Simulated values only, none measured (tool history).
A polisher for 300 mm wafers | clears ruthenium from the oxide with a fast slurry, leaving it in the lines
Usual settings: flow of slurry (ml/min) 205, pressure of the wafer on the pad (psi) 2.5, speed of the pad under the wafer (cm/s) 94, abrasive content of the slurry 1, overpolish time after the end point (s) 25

run     day  flow of slurry (ml/min)  pressure of the wafer on the pad (psi)  speed of the pad under the wafer (cm/s)  abrasive content of the slurry  overpolish time after the end point (s)  wafers since the last listed run  wafers polished on this pad  hours since the slurry nozzle was cleaned  hours since the head pressure was calibrated  hours since the slurry blender was calibrated  incoming thickness of the incoming film, nm  time until the end point was called (s)  dishing of a wide line in a test structure (nm)
  1       0                      205                                     2.5                                       94                               1                                       25                                 0                            5                                      515.6                                         982.8                                          123.3                                        287.9                                       65                                             71.3
  2   0.446                      205                                     2.5                                       94                               1                                       25                               124                          130                                      526.3                                         993.5                                            134                                        287.2                                     68.3                                               70
  3   3.071                      205                                     2.5                                       94                               1                                       25                               734                          864                                      589.3                                        1056.5                                            197                                        284.4                                     70.5                                               69
  4     3.6                      165                                     2.5                                       94                               1                                       25                               148                         1013                                        602                                        1069.2                                          209.7                                        292.4                                     74.8                                             68.4
  5   4.921                      165                                     2.5                                       94                               1                                       25                               369                         1382                                      633.7                                        1100.9                                          241.4                                          286                                       74                                             65.4
      5.679  -- slurry blender recalibrated
  6     5.7                      205                                     2.5                                       94                             1.2                                       25                               194                         1577                                      652.4                                        1119.6                                            0.5                                        289.7                                     68.6                                               71
  7   6.675                      205                                     2.5                                       94                               1                                       25                               272                         1850                                      675.8                                          1143                                           23.9                                        286.8                                     73.1                                             67.4
      6.962  -- slurry nozzle cleaned
  8   7.562                      205                                     2.5                                       94                               1                                       25                               236                         2086                                       14.4                                        1164.3                                           45.2                                        286.3                                     74.6                                             66.6
  9   8.612                      205                                     2.5                                       94                               1                                       25                               293                         2380                                       39.6                                        1189.5                                           70.4                                          289                                     74.3                                             63.5
 10     9.9                      205                                     2.5                                       94                               1                                       25                               360                         2740                                       70.5                                        1220.4                                          101.3                                        292.2                                     78.7                                             63.4
     10.117  -- worn pad replaced by a new one
 11    11.2                      205                                     2.7                                       94                               1                                       25                               317                          302                                      101.7                                        1251.6                                          132.5                                        291.6                                     63.4                                             76.1
 12  12.621                      205                                     2.5                                       94                               1                                       25                               397                          700                                      135.8                                        1285.7                                          166.6                                        290.3                                     69.4                                             71.4
     13.779  -- head pressure recalibrated
 13  13.988                      205                                     2.5                                       94                               1                                       17                               359                         1059                                      168.6                                             5                                          199.4                                        290.2                                     77.7                                             47.7
 14  15.258                      205                                     2.5                                       94                               1                                       20                               355                         1415                                      199.1                                          35.5                                          229.9                                        289.4                                     78.1                                               55
     15.808  -- slurry blender recalibrated
 15  15.829                      170                                     2.5                                      110                               1                                       25                               136                         1551                                      212.8                                          49.2                                            0.5                                        293.5                                     69.2                                             68.9
 16  16.388                      205                                     2.2                                       76                            0.75                                       25                               156                         1707                                      226.2                                          62.6                                           13.9                                        293.4                                    128.6                                             42.4
 17    17.4                      205                                       2                                       94                               1                                       37                               283                         1991                                      250.5                                          86.9                                           38.2                                        285.9                                     97.3                                             72.8
     17.783  -- worn pad replaced by a new one
 18  18.483                      205                                     2.5                                       94                            0.75                                       25                               256                          196                                      276.5                                         112.9                                           64.2                                          293                                     83.4                                             62.1
 19  19.971                      255                                     2.5                                       94                               1                                       25                               416                          612                                      312.2                                         148.6                                           99.9                                        288.1                                     71.8                                             68.4
 20  20.879                      205                                     2.8                                       94                               1                                       25                               254                          866                                        334                                         170.4                                          121.7                                        293.8                                     67.4                                             72.9
 21  21.533                      205                                     2.5                                       78                               1                                       16                               183                         1049                                      349.7                                         186.1                                          137.4                                        292.4                                     94.6                                             39.7
 22  22.925                      205                                     2.5                                       94                               1                                       14                               389                         1439                                      383.1                                         219.5                                          170.8                                          291                                     79.2                                             40.1
 23  24.033                      205                                     2.8                                      102                            0.75                                       25                               310                         1749                                      409.7                                         246.1                                          197.4                                        293.8                                     75.6                                             66.9
     25.254  -- slurry blender recalibrated
       27.7  -- worn pad replaced by a new one
 24  28.288                      205                                     3.2                                      126                               1                                       25                              1120                          164                                      511.8                                         348.2                                           72.8                                        285.6                                     42.9                                             97.3
 25  29.525                      205                                     2.1                                       64                             0.7                                       25                               346                          510                                      541.5                                         377.9                                          102.5                                        293.4                                    155.6                                             37.8
 26  30.221                      235                                     3.1                                       94                               1                                       31                               194                          705                                      558.2                                         394.6                                          119.2                                        289.6                                     58.6                                             91.5
 27  31.542                      205                                     2.5                                       94                               1                                       25                               369                         1075                                      589.9                                         426.3                                          150.9                                        286.7                                     74.9                                             66.8
 28    32.3                      205                                     2.5                                       94                               1                                       29                               212                         1287                                      608.1                                         444.5                                          169.1                                        288.9                                     75.2                                             72.2
 29  33.738                      205                                     2.5                                       94                               1                                       25                               402                         1689                                      642.6                                           479                                          203.6                                        288.6                                     74.6                                             63.4

What the log doesn't show, run by run:
slurry flow missing at the pad, %: 0 in every run
abrasive missing from the slurry, %: 0 in every run
H1: removal rate lost through wear of the pad, %
H2: deviation of the head's pressure from its setpoint, %
run     H1       H2
  1  0.263     8.04
  2  0.863     8.13
  3   4.39     8.66
  4   5.11     8.77
  5   6.88     9.04
  6   7.93      9.2
  7   9.24      9.4
  8   10.4     9.58
  9   11.9     9.79
 10   13.6     10.1
 11   1.78     10.3
 12   3.69     10.6
 13   5.53  -0.0123
 14   7.24    0.247
 15   8.01    0.363
 16   8.76    0.477
 17   10.1    0.684
 18    1.4    0.905
 19   3.41     1.21
 20   4.63     1.39
 21   5.51     1.53
 22   7.38     1.81
 23   8.87     2.04
 24   1.79     2.91
 25   3.45     3.16
 26   4.39      3.3
 27   6.17     3.57
 28   7.19     3.72
 29   9.12     4.02
